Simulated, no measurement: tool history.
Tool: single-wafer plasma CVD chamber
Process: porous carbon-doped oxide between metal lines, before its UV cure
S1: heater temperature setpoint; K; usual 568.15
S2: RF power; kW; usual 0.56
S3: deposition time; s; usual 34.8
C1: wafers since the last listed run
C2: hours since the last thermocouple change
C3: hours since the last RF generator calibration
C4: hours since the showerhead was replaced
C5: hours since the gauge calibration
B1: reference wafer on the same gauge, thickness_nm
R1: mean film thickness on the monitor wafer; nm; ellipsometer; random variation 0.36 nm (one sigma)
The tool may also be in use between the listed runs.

| run | hour | S1 | S2 | S3 | C1 | C2 | C3 | C4 | C5 | B1 | R1 |
|---|---|---|---|---|---|---|---|---|---|---|---|
| 1 | 0 | 568.15 | 0.495 | 34.8 | 0 | 2396.9 | 537.4 | 8320.3 | 466.1 | 207.03 | 194.112 |
| 2 | 29.9 | 573.15 | 0.56 | 34.8 | 699 | 2426.8 | 567.3 | 8350.2 | 496 | 206.867 | 204.892 |
|  | 38.3 | gauge calibrated |
| 3 | 49.9 | 573.15 | 0.56 | 34.8 | 467 | 2446.8 | 587.3 | 8370.2 | 11.6 | 207.003 | 203.966 |
| 4 | 68.2 | 573.15 | 0.56 | 34.8 | 427 | 2465.1 | 605.6 | 8388.5 | 29.9 | 206.978 | 203.964 |
| 5 | 83.6 | 568.15 | 0.56 | 34.8 | 360 | 2480.5 | 621 | 8403.9 | 45.3 | 207.088 | 209.393 |
| 6 | 104 | 568.15 | 0.56 | 34.8 | 476 | 2500.9 | 641.4 | 8424.3 | 65.7 | 206.916 | 208.577 |
| 7 | 125.5 | 563.15 | 0.56 | 34.8 | 502 | 2522.4 | 662.9 | 8445.8 | 87.2 | 206.99 | 214.6 |
| 8 | 158.1 | 557.15 | 0.56 | 34.8 | 762 | 2555 | 695.5 | 8478.4 | 119.8 | 206.936 | 220.772 |
| 9 | 180.6 | 557.15 | 0.56 | 34.8 | 526 | 2577.5 | 718 | 8500.9 | 142.3 | 207.096 | 220.562 |
| 10 | 204.3 | 557.15 | 0.56 | 34.8 | 554 | 2601.2 | 741.7 | 8524.6 | 166 | 206.889 | 220.018 |
| 11 | 236.9 | 568.15 | 0.56 | 34.8 | 762 | 2633.8 | 774.3 | 8557.2 | 198.6 | 207.029 | 208.379 |
| 12 | 261.3 | 568.15 | 0.56 | 34.8 | 570 | 2658.2 | 798.7 | 8581.6 | 223 | 207.042 | 207.746 |
| 13 | 280.9 | 568.15 | 0.56 | 34.8 | 458 | 2677.8 | 818.3 | 8601.2 | 242.6 | 207.046 | 206.765 |
| 14 | 300.6 | 568.15 | 0.505 | 29.9 | 460 | 2697.5 | 838 | 8620.9 | 262.3 | 207.012 | 167.455 |
|  | 309.7 | showerhead replaced |
| 15 | 329.8 | 568.15 | 0.6 | 31.2 | 495 | 2726.7 | 867.2 | 20.1 | 291.5 | 207.073 | 194.739 |
|  | 341.5 | thermocouple changed; heater temperature recalibrated |
| 16 | 351.1 | 568.15 | 0.6 | 31.2 | 310 | 9.6 | 888.5 | 41.4 | 312.8 | 207.016 | 200.057 |
|  | 373.4 | RF generator calibrated |
| 17 | 385.3 | 568.15 | 0.56 | 34.8 | 612 | 43.8 | 11.9 | 75.6 | 347 | 206.973 | 216.429 |
| 18 | 412.9 | 568.15 | 0.505 | 40.8 | 645 | 71.4 | 39.5 | 103.2 | 374.6 | 206.976 | 235.897 |
| 19 | 436 | 577.15 | 0.495 | 29.3 | 540 | 94.5 | 62.6 | 126.3 | 397.7 | 206.989 | 161.69 |
| 20 | 464.3 | 558.15 | 0.465 | 28.7 | 661 | 122.8 | 90.9 | 154.6 | 426 | 206.906 | 167.815 |
| 21 | 477.3 | 563.15 | 0.56 | 40.5 | 303 | 135.8 | 103.9 | 167.6 | 439 | 207.145 | 256.502 |
| 22 | 499.5 | 568.15 | 0.465 | 34.8 | 519 | 158 | 126.1 | 189.8 | 461.2 | 206.941 | 191.793 |
| 23 | 517.7 | 568.15 | 0.56 | 34.8 | 425 | 176.2 | 144.3 | 208 | 479.4 | 207.072 | 215.573 |
|  | 518.3 | gauge calibrated |
| 24 | 546 | 554.15 | 0.475 | 37.8 | 661 | 204.5 | 172.6 | 236.3 | 27.7 | 206.974 | 225.797 |

The next listed run, before its measurement:
| 25 | 575 | 568.15 | 0.56 | 34.8 | 678 | 233.5 | 201.6 | 265.3 | 56.7 | ? | ? |

{"run 25": {"B1": 206.894, "R1": 215.477}}
Without the tool's hidden state the same run would have given R1 219.188 nm.
